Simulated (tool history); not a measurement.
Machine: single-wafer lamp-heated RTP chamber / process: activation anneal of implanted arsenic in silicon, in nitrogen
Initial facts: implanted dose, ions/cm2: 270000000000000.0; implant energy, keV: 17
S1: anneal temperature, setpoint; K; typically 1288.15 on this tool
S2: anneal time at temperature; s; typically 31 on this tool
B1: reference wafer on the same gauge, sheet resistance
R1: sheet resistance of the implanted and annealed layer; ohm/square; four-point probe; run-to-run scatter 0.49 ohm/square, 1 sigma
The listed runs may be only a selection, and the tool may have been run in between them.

run,hour,S1,S2,B1,R1
1,0.0,1288.15,31,340.04,327.16
# hour 14.5: reflector plate cleaned
2,62.8,1288.15,31,339.91,326.64
3,86.6,1288.15,37,340.15,325.60
4,121.7,1288.15,37,340.13,325.37
5,148.9,1288.15,37,339.90,326.19
6,180.0,1288.15,31,340.00,326.55
7,207.9,1288.15,31,339.96,326.56
8,225.0,1288.15,31,340.05,326.81
# hour 235.4: pyrometer window cleaned and pyrometer calibrated
9,250.2,1288.15,31,340.16,326.10
10,263.2,1288.15,31,340.18,326.41
11,279.0,1288.15,31,339.88,325.19
12,310.1,1269.15,31,340.09,328.79
13,332.5,1269.15,31,339.90,328.91
14,354.0,1304.15,39,340.00,319.85
# hour 373.2: gauge calibrated
15,381.4,1288.15,31,340.02,325.31
16,394.1,1297.15,43,339.88,320.35
# hour 404.7: pyrometer window cleaned and pyrometer calibrated, repeated, since the last time left the tool worse
17,425.5,1266.15,41,339.89,329.64
# hour 455.4: reflector plate cleaned
18,455.8,1288.15,45,339.91,323.74
19,472.5,1288.15,31,339.96,328.46
20,495.8,1297.15,48,340.07,322.01
21,525.1,1272.15,38,340.17,329.53
22,542.6,1288.15,22,339.87,329.63
23,577.4,1288.15,31,339.92,328.38
24,602.3,1264.15,31,340.00,331.64
25,619.1,1311.15,31,339.89,322.69
26,652.4,1288.15,14,339.82,332.18
27,673.4,1316.15,13,340.09,329.37
28,699.4,1288.15,39,339.85,325.18
29,728.0,1266.15,25,339.94,332.13
30,742.7,1315.15,36,340.02,319.87
# hour 808.7: pyrometer window cleaned and pyrometer calibrated
31,809.4,1264.15,46,339.98,328.55
32,822.1,1312.15,21,340.03,326.30
33,842.7,1273.15,31,340.12,330.04
# hour 851.8: reflector plate cleaned
34,867.0,1288.15,31,340.10,328.04
35,882.1,1299.15,48,340.02,320.75
36,915.9,1288.15,31,340.03,327.64
37,949.7,1264.15,46,340.17,328.78

Here are 4 independent what-if runs from the current tool condition. What would each one return?
A,950.1,1268.15,31,?,?
B,950.1,1279.15,36,?,?
C,950.1,1268.15,44,?,?
D,950.1,1306.15,19,?,?

run,B1,R1
A,340.08,330.95
B,340.08,328.26
C,340.08,328.72
D,340.08,328.30
Take away the tool's hidden state, keep each run's random variation, and the runs would have read:
run,R1
A,331.42
B,328.83
C,329.27
D,328.85
